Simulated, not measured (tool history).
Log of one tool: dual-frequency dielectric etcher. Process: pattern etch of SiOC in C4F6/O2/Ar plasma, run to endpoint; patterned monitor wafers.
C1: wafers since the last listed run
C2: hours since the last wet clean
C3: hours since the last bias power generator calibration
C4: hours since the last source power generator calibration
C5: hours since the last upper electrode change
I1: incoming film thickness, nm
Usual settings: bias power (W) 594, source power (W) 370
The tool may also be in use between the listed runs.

Run 1, hour 0.0: usual settings; C1 0; C2 54.0; C3 2262.3; C4 2950.8; C5 1949.0; I1 29.48. Result: endpoint time (s) 9.5.
Run 2, hour 56.5: usual settings; C1 626; C2 110.5; C3 2318.8; C4 3007.3; C5 2005.5; I1 29.67. Result: endpoint time (s) 9.8.
Run 3, hour 149.0: usual settings; C1 1025; C2 203.0; C3 2411.3; C4 3099.8; C5 2098.0; I1 29.30. Result: endpoint time (s) 9.7.
Run 4, hour 208.4: usual settings; C1 658; C2 262.4; C3 2470.7; C4 3159.2; C5 2157.4; I1 29.47. Result: endpoint time (s) 9.7.
Run 5, hour 280.4: usual settings; C1 798; C2 334.4; C3 2542.7; C4 3231.2; C5 2229.4; I1 29.63. Result: endpoint time (s) 9.8.
At hour 317.0: upper electrode replaced.
Run 6, hour 362.6: usual settings; C1 645; C2 416.6; C3 2624.9; C4 3313.4; C5 45.6; I1 29.85. Result: endpoint time (s) 10.0.
Run 7, hour 408.7: usual settings; C1 511; C2 462.7; C3 2671.0; C4 3359.5; C5 91.7; I1 29.87. Result: endpoint time (s) 9.9.
Run 8, hour 506.2: usual settings but bias power (W) 685; C1 1080; C2 560.2; C3 2768.5; C4 3457.0; C5 189.2; I1 30.09. Result: endpoint time (s) 9.5.
At hour 598.2: wet clean of the chamber, repeated, since the last time left the tool worse.
Run 9, hour 598.7: usual settings but bias power (W) 685; C1 759; C2 0.5; C3 2861.0; C4 3549.5; C5 281.7; I1 29.52. Result: endpoint time (s) 9.6.
Run 10, hour 677.6: usual settings but bias power (W) 685; C1 874; C2 79.4; C3 2939.9; C4 3628.4; C5 360.6; I1 29.37. Result: endpoint time (s) 9.6.
Run 11, hour 779.3: usual settings but bias power (W) 528; C1 1127; C2 181.1; C3 3041.6; C4 3730.1; C5 462.3; I1 29.60. Result: endpoint time (s) 10.9.
At hour 830.1: bias power generator calibrated.
Run 12, hour 886.3: usual settings but bias power (W) 455, source power (W) 300; C1 1141; C2 288.1; C3 56.2; C4 3837.1; C5 569.3; I1 29.57. Result: endpoint time (s) 12.3.
Run 13, hour 953.6: usual settings; C1 746; C2 355.4; C3 123.5; C4 3904.4; C5 636.6; I1 29.66. Result: endpoint time (s) 10.4.
Run 14, hour 1005.4: usual settings but bias power (W) 530, source power (W) 410; C1 574; C2 407.2; C3 175.3; C4 3956.2; C5 688.4; I1 29.63. Result: endpoint time (s) 10.6.
Run 15, hour 1086.5: usual settings but bias power (W) 631; C1 899; C2 488.3; C3 256.4; C4 4037.3; C5 769.5; I1 29.61. Result: endpoint time (s) 10.2.
Run 16, hour 1153.0: usual settings but source power (W) 280; C1 737; C2 554.8; C3 322.9; C4 4103.8; C5 836.0; I1 29.55. Result: endpoint time (s) 11.3.
Run 17, hour 1190.8: usual settings; C1 419; C2 592.6; C3 360.7; C4 4141.6; C5 873.8; I1 29.62. Result: endpoint time (s) 10.5.
Run 18, hour 1233.4: usual settings but bias power (W) 528; C1 472; C2 635.2; C3 403.3; C4 4184.2; C5 916.4; I1 29.61. Result: endpoint time (s) 11.1.
Run 19, hour 1273.1: usual settings but bias power (W) 456, source power (W) 310; C1 440; C2 674.9; C3 443.0; C4 4223.9; C5 956.1; I1 29.79. Result: endpoint time (s) 12.6.
Run 20, hour 1348.2: usual settings but bias power (W) 723, source power (W) 300; C1 832; C2 750.0; C3 518.1; C4 4299.0; C5 1031.2; I1 29.17. Result: endpoint time (s) 10.2.
At hour 1434.5: wet clean of the chamber.
Run 21, hour 1435.0: usual settings but bias power (W) 689, source power (W) 310; C1 696; C2 0.5; C3 604.9; C4 4385.8; C5 1118.0; I1 29.69. Result: endpoint time (s) 10.0.
At hour 1593.9: source power generator calibrated.
Run 22, hour 1663.2: usual settings but bias power (W) 712, source power (W) 310; C1 2485; C2 228.7; C3 833.1; C4 69.3; C5 1346.2; I1 29.76. Result: endpoint time (s) 10.0.
Run 23, hour 1715.8: usual settings but bias power (W) 502, source power (W) 330; C1 583; C2 281.3; C3 885.7; C4 121.9; C5 1398.8; I1 29.75. Result: endpoint time (s) 11.8.
Run 24, hour 1798.7: usual settings but bias power (W) 698, source power (W) 430; C1 918; C2 364.2; C3 968.6; C4 204.8; C5 1481.7; I1 29.42. Result: endpoint time (s) 9.2.
Run 25, hour 1887.3: usual settings; C1 982; C2 452.8; C3 1057.2; C4 293.4; C5 1570.3; I1 29.73. Result: endpoint time (s) 10.4.
Run 26, hour 1933.9: usual settings; C1 516; C2 499.4; C3 1103.8; C4 340.0; C5 1616.9; I1 29.67. Result: endpoint time (s) 10.6.
Run 27, hour 2001.1: usual settings but bias power (W) 451, source power (W) 400; C1 744; C2 566.6; C3 1171.0; C4 407.2; C5 1684.1; I1 29.42. Result: endpoint time (s) 11.5.
Run 28, hour 2095.5: usual settings but bias power (W) 472, source power (W) 290; C1 1046; C2 661.0; C3 1265.4; C4 501.6; C5 1778.5; I1 29.75. Result: endpoint time (s) 12.6.
At hour 2123.3: upper electrode replaced.
Run 29, hour 2196.2: usual settings but bias power (W) 725, source power (W) 410; C1 850; C2 761.7; C3 1366.1; C4 602.3; C5 72.9; I1 29.53. Result: endpoint time (s) 9.5.
At hour 2268.9: wet clean of the chamber.
Run 30, hour 2290.2: usual settings but bias power (W) 642, source power (W) 340; C1 775; C2 21.3; C3 1460.1; C4 696.3; C5 166.9; I1 29.38. Result: endpoint time (s) 10.1.
Run 31, hour 2386.3: usual settings but bias power (W) 547, source power (W) 280; C1 1065; C2 117.4; C3 1556.2; C4 792.4; C5 263.0; I1 29.50. Result: endpoint time (s) 11.5.
Run 32, hour 2443.5: usual settings but source power (W) 410; C1 634; C2 174.6; C3 1613.4; C4 849.6; C5 320.2; I1 29.46. Result: endpoint time (s) 10.0.
Run 33, hour 2530.2: usual settings; C1 961; C2 261.3; C3 1700.1; C4 936.3; C5 406.9; I1 29.75. Result: endpoint time (s) 10.5.
Run 34, hour 2602.6: usual settings but source power (W) 390; C1 802; C2 333.7; C3 1772.5; C4 1008.7; C5 479.3; I1 29.69. Result: endpoint time (s) 10.3.
Run 35, hour 2647.8: usual settings but bias power (W) 726; C1 501; C2 378.9; C3 1817.7; C4 1053.9; C5 524.5; I1 29.52. Result: endpoint time (s) 9.6.

Hidden state or all else? Some run-to-run changes of endpoint time (s), split into what the settings, what came in and random variation would give without the hidden state, and what is left for the hidden state (with any gauge scatter that isn't in both results):
The hidden state here: etch rate over this chamber's usual, %; bias power that arrives over what is set, %; source power that arrives over what is set, %.
Run 8 -> 9: wet clean of the chamber, repeated, since the last time left the tool worse. endpoint time (s) +0.1: hidden state +0.3, all else -0.2.
Run 19 -> 20: bias power (W) 456 -> 723, source power (W) 310 -> 300. endpoint time (s) -2.4: hidden state +0.0, all else -2.4.
Run 20 -> 21: bias power (W) 723 -> 689, source power (W) 300 -> 310, wet clean of the chamber. endpoint time (s) -0.2: hidden state -0.4, all else +0.2.
Run 23 -> 24: bias power (W) 502 -> 698, source power (W) 330 -> 430. endpoint time (s) -2.6: hidden state +0.0, all else -2.6.
Run 28 -> 29: bias power (W) 472 -> 725, source power (W) 290 -> 410, upper electrode replaced. endpoint time (s) -3.1: hidden state -0.1, all else -3.0.
Run 29 -> 30: bias power (W) 725 -> 642, source power (W) 410 -> 340, wet clean of the chamber. endpoint time (s) +0.6: hidden state -0.2, all else +0.8.
